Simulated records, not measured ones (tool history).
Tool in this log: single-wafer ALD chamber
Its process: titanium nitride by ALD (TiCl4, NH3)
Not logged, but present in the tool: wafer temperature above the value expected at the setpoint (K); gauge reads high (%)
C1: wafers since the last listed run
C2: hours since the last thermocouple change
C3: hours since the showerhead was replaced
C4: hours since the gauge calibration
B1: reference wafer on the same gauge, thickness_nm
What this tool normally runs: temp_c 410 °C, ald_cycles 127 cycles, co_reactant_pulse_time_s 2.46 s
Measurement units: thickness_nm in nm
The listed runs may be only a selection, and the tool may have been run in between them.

Run 1, day 0.000: usual settings; C1 0; C2 2144.1; C3 7338.9; C4 1048.2; B1 2.601. Result: thickness_nm 2.587 nm.
Run 2, day 1.379: usual settings; C1 60; C2 2177.2; C3 7372.0; C4 1081.3; B1 2.601. Result: thickness_nm 2.585 nm.
Run 3, day 2.788: usual settings; C1 61; C2 2211.0; C3 7405.8; C4 1115.1; B1 2.600. Result: thickness_nm 2.583 nm.
Run 4, day 4.904: usual settings but temp_c 406 °C, co_reactant_pulse_time_s 2.71 s; C1 92; C2 2261.8; C3 7456.6; C4 1165.9; B1 2.599. Result: thickness_nm 2.591 nm.
Run 5, day 7.875: usual settings but temp_c 406 °C, co_reactant_pulse_time_s 2.71 s; C1 129; C2 2333.1; C3 7527.9; C4 1237.2; B1 2.596. Result: thickness_nm 2.575 nm.
Run 6, day 8.904: usual settings but temp_c 406 °C, co_reactant_pulse_time_s 2.71 s; C1 44; C2 2357.8; C3 7552.6; C4 1261.9; B1 2.595. Result: thickness_nm 2.577 nm.
Run 7, day 10.138: usual settings but ald_cycles 108 cycles; C1 53; C2 2387.4; C3 7582.2; C4 1291.5; B1 2.595. Result: thickness_nm 2.190 nm.
Run 8, day 11.508: usual settings but ald_cycles 108 cycles; C1 59; C2 2420.3; C3 7615.1; C4 1324.4; B1 2.590. Result: thickness_nm 2.188 nm.
Run 9, day 16.300: usual settings; C1 208; C2 2535.3; C3 7730.1; C4 1439.4; B1 2.588. Result: thickness_nm 2.567 nm.
Run 10, day 19.296: usual settings; C1 130; C2 2607.2; C3 7802.0; C4 1511.3; B1 2.585. Result: thickness_nm 2.555 nm.
At day 20.092: gauge calibrated.
Run 11, day 20.988: usual settings; C1 73; C2 2647.8; C3 7842.6; C4 21.5; B1 2.622. Result: thickness_nm 2.607 nm.
Run 12, day 22.375: usual settings but co_reactant_pulse_time_s 3.08 s; C1 60; C2 2681.1; C3 7875.9; C4 54.8; B1 2.622. Result: thickness_nm 2.612 nm.
Run 13, day 24.121: usual settings; C1 76; C2 2723.0; C3 7917.8; C4 96.7; B1 2.621. Result: thickness_nm 2.597 nm.
At day 24.746: thermocouple changed; heater temperature recalibrated.
Run 14, day 25.375: usual settings; C1 40; C2 15.1; C3 7947.9; C4 126.8; B1 2.623. Result: thickness_nm 2.613 nm.
Run 15, day 26.742: usual settings; C1 59; C2 47.9; C3 7980.7; C4 159.6; B1 2.622. Result: thickness_nm 2.601 nm.
Run 16, day 29.096: usual settings but temp_c 399 °C, ald_cycles 146 cycles, co_reactant_pulse_time_s 1.93 s; C1 102; C2 104.4; C3 8037.2; C4 216.1; B1 2.622. Result: thickness_nm 2.959 nm.
Run 17, day 30.804: usual settings but temp_c 399 °C, ald_cycles 138 cycles, co_reactant_pulse_time_s 2.09 s; C1 74; C2 145.4; C3 8078.2; C4 257.1; B1 2.621. Result: thickness_nm 2.807 nm.
Run 18, day 32.017: usual settings but co_reactant_pulse_time_s 1.56 s; C1 52; C2 174.5; C3 8107.3; C4 286.2; B1 2.621. Result: thickness_nm 2.578 nm.

The next listed run, before its measurement:
Run 19, day 33.588: usual settings but ald_cycles 119 cycles, co_reactant_pulse_time_s 3.25 s; C1 68; C2 212.2; C3 8145.0; C4 323.9; B1 ?. Result: thickness_nm ?.

B1: 2.622
thickness_nm: 2.461 nm
Take away the tool's hidden state, keep the run-to-run variation as it was, and the same run would have given thickness_nm 2.460 nm.

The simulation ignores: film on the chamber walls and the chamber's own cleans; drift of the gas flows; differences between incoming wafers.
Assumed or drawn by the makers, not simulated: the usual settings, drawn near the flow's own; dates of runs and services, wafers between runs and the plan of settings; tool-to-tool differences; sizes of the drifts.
